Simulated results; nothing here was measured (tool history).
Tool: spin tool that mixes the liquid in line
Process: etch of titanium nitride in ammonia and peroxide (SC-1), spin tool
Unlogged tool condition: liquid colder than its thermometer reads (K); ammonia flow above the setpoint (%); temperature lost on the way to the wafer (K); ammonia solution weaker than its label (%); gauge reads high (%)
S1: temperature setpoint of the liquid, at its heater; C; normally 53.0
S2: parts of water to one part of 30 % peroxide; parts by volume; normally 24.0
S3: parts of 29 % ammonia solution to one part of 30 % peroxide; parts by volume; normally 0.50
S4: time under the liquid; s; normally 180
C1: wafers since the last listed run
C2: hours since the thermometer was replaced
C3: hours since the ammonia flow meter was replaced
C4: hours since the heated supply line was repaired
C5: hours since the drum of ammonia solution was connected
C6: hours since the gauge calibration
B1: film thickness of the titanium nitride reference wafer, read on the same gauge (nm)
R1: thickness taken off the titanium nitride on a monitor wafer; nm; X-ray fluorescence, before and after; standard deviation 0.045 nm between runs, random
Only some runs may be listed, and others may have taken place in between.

Run 1, hour 0.0: usual settings; C1 0; C2 1118.3; C3 925.0; C4 273.6; C5 534.9; C6 747.6; B1 69.98. Result: R1 5.96 nm.
Run 2, hour 44.9: usual settings; C1 427; C2 1163.2; C3 969.9; C4 318.5; C5 579.8; C6 792.5; B1 69.99. Result: R1 5.97 nm.
Run 3, hour 78.2: usual settings; C1 317; C2 1196.5; C3 1003.2; C4 351.8; C5 613.1; C6 825.8; B1 70.03. Result: R1 5.90 nm.
Run 4, hour 168.7: usual settings but S4 135 s; C1 862; C2 1287.0; C3 1093.7; C4 442.3; C5 703.6; C6 916.3; B1 70.04. Result: R1 4.49 nm.
Run 5, hour 208.1: usual settings but S4 135 s; C1 375; C2 1326.4; C3 1133.1; C4 481.7; C5 743.0; C6 955.7; B1 70.04. Result: R1 4.42 nm.
Run 6, hour 240.1: usual settings but S4 135 s; C1 304; C2 1358.4; C3 1165.1; C4 513.7; C5 775.0; C6 987.7; B1 70.03. Result: R1 4.46 nm.
Run 7, hour 272.2: usual settings; C1 305; C2 1390.5; C3 1197.2; C4 545.8; C5 807.1; C6 1019.8; B1 69.98. Result: R1 5.86 nm.
At hour 300.3: heated supply line repaired.
Run 8, hour 341.0: usual settings; C1 645; C2 1459.3; C3 1266.0; C4 40.7; C5 875.9; C6 1088.6; B1 69.99. Result: R1 5.92 nm.
Run 9, hour 389.5: usual settings; C1 462; C2 1507.8; C3 1314.5; C4 89.2; C5 924.4; C6 1137.1; B1 70.01. Result: R1 5.83 nm.
At hour 409.4: gauge calibrated.
Run 10, hour 444.3: usual settings; C1 522; C2 1562.6; C3 1369.3; C4 144.0; C5 979.2; C6 34.9; B1 69.99. Result: R1 5.81 nm.
Run 11, hour 496.1: usual settings but S1 60.0 C, S2 31.5 parts by volume; C1 493; C2 1614.4; C3 1421.1; C4 195.8; C5 1031.0; C6 86.7; B1 70.00. Result: R1 7.98 nm.
At hour 557.9: new drum of ammonia solution connected.
Run 12, hour 566.8: usual settings; C1 664; C2 1685.1; C3 1491.8; C4 266.5; C5 8.9; C6 157.4; B1 70.00. Result: R1 6.04 nm.
Run 13, hour 619.0: usual settings but S1 44.0 C, S2 16.5 parts by volume, S3 0.40 parts by volume, S4 240 s; C1 497; C2 1737.3; C3 1544.0; C4 318.7; C5 61.1; C6 209.6; B1 69.99. Result: R1 4.96 nm.
At hour 642.7: thermometer replaced.
Run 14, hour 667.6: usual settings but S1 45.0 C, S2 31.0 parts by volume, S3 0.30 parts by volume, S4 150 s; C1 453; C2 24.9; C3 1592.6; C4 367.3; C5 109.7; C6 258.2; B1 69.98. Result: R1 2.35 nm.
At hour 701.1: ammonia flow meter replaced.
Run 15, hour 705.3: usual settings but S2 17.5 parts by volume, S4 120 s; C1 349; C2 62.6; C3 4.2; C4 405.0; C5 147.4; C6 295.9; B1 69.98. Result: R1 4.95 nm.
Run 16, hour 741.9: usual settings but S3 0.35 parts by volume, S4 90 s; C1 348; C2 99.2; C3 40.8; C4 441.6; C5 184.0; C6 332.5; B1 69.99. Result: R1 2.92 nm.
Run 17, hour 795.2: usual settings; C1 507; C2 152.5; C3 94.1; C4 494.9; C5 237.3; C6 385.8; B1 70.01. Result: R1 6.20 nm.
Run 18, hour 853.4: usual settings but S1 56.5 C, S2 14.0 parts by volume; C1 554; C2 210.7; C3 152.3; C4 553.1; C5 295.5; C6 444.0; B1 69.98. Result: R1 10.61 nm.
Run 19, hour 895.3: usual settings but S1 43.5 C, S4 210 s; C1 399; C2 252.6; C3 194.2; C4 595.0; C5 337.4; C6 485.9; B1 69.97. Result: R1 3.71 nm.
Run 20, hour 941.3: usual settings but S2 28.0 parts by volume, S3 0.60 parts by volume; C1 438; C2 298.6; C3 240.2; C4 641.0; C5 383.4; C6 531.9; B1 70.02. Result: R1 5.83 nm.
At hour 954.9: heated supply line repaired.
Run 21, hour 985.4: usual settings but S1 45.5 C, S2 20.5 parts by volume, S3 0.75 parts by volume, S4 115 s; C1 410; C2 342.7; C3 284.3; C4 30.5; C5 427.5; C6 576.0; B1 70.04. Result: R1 2.69 nm.
Run 22, hour 1013.2: usual settings but S1 57.5 C, S2 18.5 parts by volume, S3 0.35 parts by volume; C1 264; C2 370.5; C3 312.1; C4 58.3; C5 455.3; C6 603.8; B1 70.00. Result: R1 9.02 nm.
Run 23, hour 1142.7: usual settings; C1 1233; C2 500.0; C3 441.6; C4 187.8; C5 584.8; C6 733.3; B1 70.00. Result: R1 6.07 nm.

5 ways to go on from here, each from the tool as it stands after run 23. What would each give?
Run A, hour 1143.2: usual settings; C1 4; C2 500.5; C3 442.1; C4 188.3; C5 585.3; C6 733.8; B1 ?. Result: R1 ?.
Run B, hour 1143.2: usual settings but S1 48.0 C, S2 17.0 parts by volume, S3 0.35 parts by volume; C1 4; C2 500.5; C3 442.1; C4 188.3; C5 585.3; C6 733.8; B1 ?. Result: R1 ?.
Run C, hour 1143.2: usual settings but S1 43.0 C, S3 0.40 parts by volume; C1 4; C2 500.5; C3 442.1; C4 188.3; C5 585.3; C6 733.8; B1 ?. Result: R1 ?.
Run D, hour 1143.2: usual settings but S1 62.5 C; C1 4; C2 500.5; C3 442.1; C4 188.3; C5 585.3; C6 733.8; B1 ?. Result: R1 ?.
Run E, hour 1143.2: usual settings but S1 60.5 C, S3 0.65 parts by volume, S4 240 s; C1 4; C2 500.5; C3 442.1; C4 188.3; C5 585.3; C6 733.8; B1 ?. Result: R1 ?.

run     B1     R1
  A  69.99   5.99
  B  69.99   4.80
  C  69.99   2.83
  D  69.99  11.28
  E  69.99  13.87
Take away the tool's hidden state, keep each run's random variation, and the runs would have read:
run     R1
  A   6.16
  B   4.94
  C   2.92
  D  11.59
  E  14.25
